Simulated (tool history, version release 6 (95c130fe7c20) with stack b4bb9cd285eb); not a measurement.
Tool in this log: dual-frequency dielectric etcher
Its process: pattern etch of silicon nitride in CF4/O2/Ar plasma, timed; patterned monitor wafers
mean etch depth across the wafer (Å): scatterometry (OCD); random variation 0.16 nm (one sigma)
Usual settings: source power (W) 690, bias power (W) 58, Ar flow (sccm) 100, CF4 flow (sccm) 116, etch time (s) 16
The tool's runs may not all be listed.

run	day	source power (W)	bias power (W)	Ar flow (sccm)	CF4 flow (sccm)	etch time (s)	read-back reference wafer on the same gauge, depth_nm	mean etch depth across the wafer (Å)
1	0	690	58	117	116	16	54.64	450
2	2.696	690	58	117	116	16	54.73	450.9
3	3.929	690	58	117	116	16	54.62	449.7
4	5.55	690	58	100	116	16	54.73	459.1
5	8	690	58	100	116	16	54.83	462.2
6	9.158	690	58	100	116	16	54.96	461.2
# day 11.875: wet clean of the chamber
7	11.896	690	58	100	116	16	54.97	462.5
8	13.642	690	58	100	116	16	55	461.6
9	16.275	690	58	105	116	16	55.17	459.7
10	17.504	690	58	105	116	16	55.2	460.1
# day 18.304: CF4 flow controller replaced
11	19.333	690	58	100	116	16	55.24	461
12	21.567	690	58	100	116	16	55.35	465.1
13	23.717	690	53	100	116	16	55.44	447.7
# day 24.283: bias power generator calibrated
14	25.904	690	58	117	116	16	55.45	454.2
# day 26.842: Ar flow controller replaced
# day 27.708: source power generator calibrated
# day 27.962: upper electrode replaced
15	27.983	530	58	85	116	18.5	55.47	469.2
# day 29.142: gauge calibrated
16	29.404	740	53	100	116	16	53.96	457.3
# day 31.608: wet clean of the chamber
17	31.729	690	58	89	116	21	54.01	601.3
18	33.938	690	58	117	116	16	54.16	443
19	36.917	690	68	76	136	16	54.29	501.6
20	39.296	550	58	100	116	18	54.34	447.9

Below, each run's measurement less what the same run would have read without the hidden state. Both values contain the same run-to-run variation, but the gauge's scatter may not be the same in both:
Unlogged tool condition in this case: etch rate over this chamber's usual, %; source power that arrives over what is set, %; bias power that arrives over what is set, %; Ar flow that arrives over what is set, %; CF4 flow that arrives over what is set, %; gauge reads high (%).
run	mean etch depth across the wafer (Å)
1	+4.8
2	+5.5
3	+5.8
4	+6.4
5	+7.1
6	+7.4
7	+8.1
8	+8.6
9	+9.3
10	+9.6
11	+10.1
12	+10.8
13	+11
14	+11.7
15	+12.6
16	-0.1
17	+0.8
18	+1.2
19	+2.3
20	+2.7
